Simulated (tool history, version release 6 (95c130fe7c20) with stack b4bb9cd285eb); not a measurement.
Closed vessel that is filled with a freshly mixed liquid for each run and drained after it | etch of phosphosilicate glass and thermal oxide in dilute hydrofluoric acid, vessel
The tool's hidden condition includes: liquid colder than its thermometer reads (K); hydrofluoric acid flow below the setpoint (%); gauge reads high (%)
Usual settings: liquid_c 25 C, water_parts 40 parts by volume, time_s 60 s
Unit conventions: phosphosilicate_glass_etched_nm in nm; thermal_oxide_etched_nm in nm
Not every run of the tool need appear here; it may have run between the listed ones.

run	hour	liquid_c	water_parts	time_s	wafers since the last listed run	hours since the thermometer was replaced	hours since the hydrofluoric acid flow meter was replaced	hours since the gauge calibration	read-back film thickness of the phosphosilicate glass reference wafer, read on the same gauge (nm)	read-back film thickness of the thermal oxide reference wafer, read on the same gauge (nm)	phosphosilicate_glass_etched_nm	thermal_oxide_etched_nm
1	0	25	40	60	0	608.1	179.1	2412.4	109.99	40.01	314.64	7.52
2	65.2	25	40	60	4866	673.3	244.3	2477.6	109.99	40.04	310.54	7.65
3	165.1	25	40	40	7456	773.2	344.2	2577.5	110.01	39.99	206.48	5.01
4	246.5	25	40	60	6076	854.6	425.6	2658.9	109.96	39.98	308.36	7.68
5	287.7	28.5	25	70	3075	895.8	466.8	2700.1	109.97	40.01	678.81	16.31
6	391.8	25	40	30	7770	999.9	570.9	2804.2	109.97	40.02	153.5	3.75
7	499.4	25	40	60	8031	1107.5	678.5	2911.8	110.02	39.98	308.2	7.38
8	543.5	26.5	40	60	3291	1151.6	722.6	2955.9	109.99	40.01	325.44	7.91
9	629.1	25	50	60	6389	1237.2	808.2	3041.5	110.02	40	242.67	5.94
10	665.4	23	35	95	2709	1273.5	844.5	3077.8	109.95	40.01	510.92	12.56
11	728.4	20.5	40	75	4702	1336.5	907.5	3140.8	109.97	39.98	315.33	7.71
12	830.6	26.5	25	75	7628	1438.7	1009.7	3243	110.03	40.02	655.45	16.02
# hour 858.3: hydrofluoric acid flow meter replaced
13	926.7	22.5	55	95	7098	1534.8	68.4	3339.1	110	40.01	304.85	7.48
# hour 961.3: gauge calibrated
14	973.3	21.5	55	60	3478	1581.4	115	12	110.06	40	184.41	4.45
# hour 1001.6: thermometer replaced
15	1020.9	23	40	80	3478	19.3	162.6	59.6	109.98	39.99	394.59	9.63
16	1063.5	25	55	45	3179	61.9	205.2	102.2	110.01	40.02	168.63	4.14
17	1119.8	25	60	60	4202	118.2	261.5	158.5	109.95	40	207.16	5.03
18	1226.9	25	40	60	7994	225.3	368.6	265.6	110	40.02	315.13	7.69
19	1283.7	20.5	25	75	4239	282.1	425.4	322.4	110	40	535.88	13.22
20	1329.8	25	40	60	3441	328.2	471.5	368.5	109.97	40	316.69	7.73
21	1402.8	20.5	50	45	5449	401.2	544.5	441.5	109.96	39.99	154.87	3.8
22	1455.2	23.5	40	40	3911	453.6	596.9	493.9	109.99	40	196.13	4.79
23	1506.3	26.5	20	80	3814	504.7	648	545	109.96	40	904.3	22.3
24	1577.6	25	35	60	5322	576	719.3	616.3	110	40	362.2	8.71
25	1634.6	28.5	30	45	4254	633	776.3	673.3	109.97	40.01	364.7	8.94

Here are 5 independent what-if runs from the current tool condition. What would each one return?
A	1635.3	22.5	40	60	52	633.7	777	674	?	?	?	?
B	1635.3	25	55	95	52	633.7	777	674	?	?	?	?
C	1635.3	25	40	50	52	633.7	777	674	?	?	?	?
D	1635.3	26.5	20	60	52	633.7	777	674	?	?	?	?
E	1635.3	25	40	85	52	633.7	777	674	?	?	?	?

run	read-back film thickness of the phosphosilicate glass reference wafer, read on the same gauge (nm)	read-back film thickness of the thermal oxide reference wafer, read on the same gauge (nm)	phosphosilicate_glass_etched_nm	thermal_oxide_etched_nm
A	110.02	40	279.22	6.83
B	110.02	40	349.92	8.56
C	110.02	40	258.35	6.32
D	110.02	40	678.44	16.6
E	110.02	40	439.19	10.75
Without the tool's unlogged condition, the same runs would have read:
run	phosphosilicate_glass_etched_nm	thermal_oxide_etched_nm
A	290	7.1
B	363.02	8.88
C	268.14	6.56
D	704.34	17.23
E	455.83	11.15
